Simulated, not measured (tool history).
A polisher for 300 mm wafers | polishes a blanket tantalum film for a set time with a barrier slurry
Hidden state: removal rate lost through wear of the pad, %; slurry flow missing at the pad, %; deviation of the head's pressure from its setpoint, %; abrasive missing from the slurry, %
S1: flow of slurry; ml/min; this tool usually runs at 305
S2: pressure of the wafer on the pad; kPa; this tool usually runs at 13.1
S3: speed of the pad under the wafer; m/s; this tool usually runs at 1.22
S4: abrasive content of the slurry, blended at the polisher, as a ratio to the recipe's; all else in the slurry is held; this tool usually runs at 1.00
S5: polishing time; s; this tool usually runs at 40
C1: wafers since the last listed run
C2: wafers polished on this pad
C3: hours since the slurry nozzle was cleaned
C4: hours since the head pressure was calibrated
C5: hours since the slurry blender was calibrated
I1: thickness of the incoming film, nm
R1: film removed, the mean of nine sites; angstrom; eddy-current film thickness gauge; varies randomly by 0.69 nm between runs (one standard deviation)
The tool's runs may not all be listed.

run     day   S1    S2    S3    S4  S5    C1    C2     C3      C4     C5     I1    R1
  1   0.000  305  13.1  1.22  1.00  40     0   411  513.7   836.2  276.4  444.9   812
  2   0.733  305  13.1  1.22  1.00  40   192   603  531.3   853.8  294.0  452.4   812
  3   1.771  305  13.1  1.22  1.00  40   271   875  556.2   878.7  318.9  455.4   815
      1.875  -- slurry nozzle cleaned
  4   3.904  305  13.1  1.22  0.80  34   548  1423   48.7   929.9  370.1  445.0   660
  5   4.812  305  13.1  1.22  0.80  34   238  1661   70.5   951.7  391.9  445.7   661
  6   5.708  305  13.1  1.22  1.00  40   234  1896   92.0   973.2  413.4  451.0   852
      7.079  -- worn pad replaced by a new one
  7   7.100  305  13.1  1.22  1.00  40   321     5  125.4  1006.6  446.8  445.7   841
      8.525  -- slurry blender recalibrated
  8  11.312  305  13.1  1.22  1.00  40  1082  1087  226.5  1107.7   66.9  455.4   838
  9  12.000  305  13.1  1.32  1.00  40   180  1267  243.0  1124.2   83.4  448.5   897
 10  13.179  305  13.1  1.32  1.00  40   309  1576  271.3  1152.5  111.7  444.7   893
 11  13.933  305  11.0  1.22  1.00  29   197  1774  289.4  1170.6  129.8  459.0   499
 12  15.204  305  10.3  1.22  1.00  40   333  2107  319.9  1201.1  160.3  455.4   660
 13  15.850  305  13.1  1.22  1.00  33   169  2276  335.4  1216.6  175.8  440.9   681
     16.179  -- head pressure recalibrated
     16.896  -- worn pad replaced by a new one
 14  18.492  305  13.1  1.60  1.00  54   626   418  398.8    55.5  239.2  446.6  1439
 15  19.733  305  13.1  1.22  1.00  36   325   743  428.6    85.3  269.0  446.1   737
 16  20.658  305  15.2  1.22  1.00  40   242   985  450.8   107.5  291.2  452.2   949
 17  21.921  305  13.1  1.22  0.75  40   330  1316  481.1   137.8  321.5  443.8   724
 18  22.821  305  13.1  1.38  1.00  40   235  1552  502.7   159.4  343.1  454.9   915
 19  24.008  305  10.3  1.22  0.80  34   311  1863  531.2   187.9  371.6  443.2   500
     24.179  -- slurry nozzle cleaned
 20  24.646  305  13.1  1.22  1.00  40   156  2020   11.2   203.2  386.9  454.4   843
 21  25.721  305  13.1  1.22  1.00  40   281  2301   37.0   229.0  412.7  447.6   841
     26.296  -- worn pad replaced by a new one
 22  27.046  260  15.9  1.22  1.30  40   303   196   68.8   260.8  444.5  454.7  1072
 23  28.492  400   9.0  1.22  1.00  40   378   575  103.5   295.5  479.2  458.2   593
     29.450  -- slurry blender recalibrated
 24  31.196  305  13.1  1.06  1.00  40   686  1262  168.4   360.4   41.9  446.7   714
 25  32.533  305  11.7  0.94  1.20  40   350  1613  200.5   392.5   74.0  449.3   598
 26  33.233  210  13.1  1.22  0.80  29   183  1796  217.3   409.3   90.8  451.9   514
 27  33.846  305  13.1  1.22  0.80  34   160  1957  232.0   424.0  105.5  447.8   631
     34.321  -- worn pad replaced by a new one
 28  34.858  305  11.0  0.82  1.20  40   221   141  256.3   448.3  129.8  454.8   493
 29  35.638  305  13.1  1.22  1.00  40   204   345  275.0   467.0  148.5  453.7   818
 30  36.525  305  13.1  1.22  1.00  40   232   577  296.3   488.3  169.8  451.1   816
 31  37.242  305  13.1  1.22  1.00  40   187   765  313.5   505.5  187.0  455.2   813

Some steps in R1 between neighbouring runs. How much of each would the tool show without its hidden state too (settings, what came in, random variation), and how much is left for the hidden state, with any gauge scatter that isn't in both results?
Run 3 -> 4: S4 1.00 -> 0.80, S5 40 -> 34, slurry nozzle cleaned. R1 -155 angstrom: hidden state +33, all else -188.
Run 13 -> 14: S3 1.22 -> 1.60, S5 33 -> 54, head pressure recalibrated, worn pad replaced by a new one. R1 +758 angstrom: hidden state -31, all else +789.
Run 14 -> 15: S3 1.60 -> 1.22, S5 54 -> 36. R1 -702 angstrom: hidden state +26, all else -728.
Run 22 -> 23: S1 260 -> 400, S2 15.9 -> 9.0, S4 1.30 -> 1.00. R1 -479 angstrom: hidden state +10, all else -489.

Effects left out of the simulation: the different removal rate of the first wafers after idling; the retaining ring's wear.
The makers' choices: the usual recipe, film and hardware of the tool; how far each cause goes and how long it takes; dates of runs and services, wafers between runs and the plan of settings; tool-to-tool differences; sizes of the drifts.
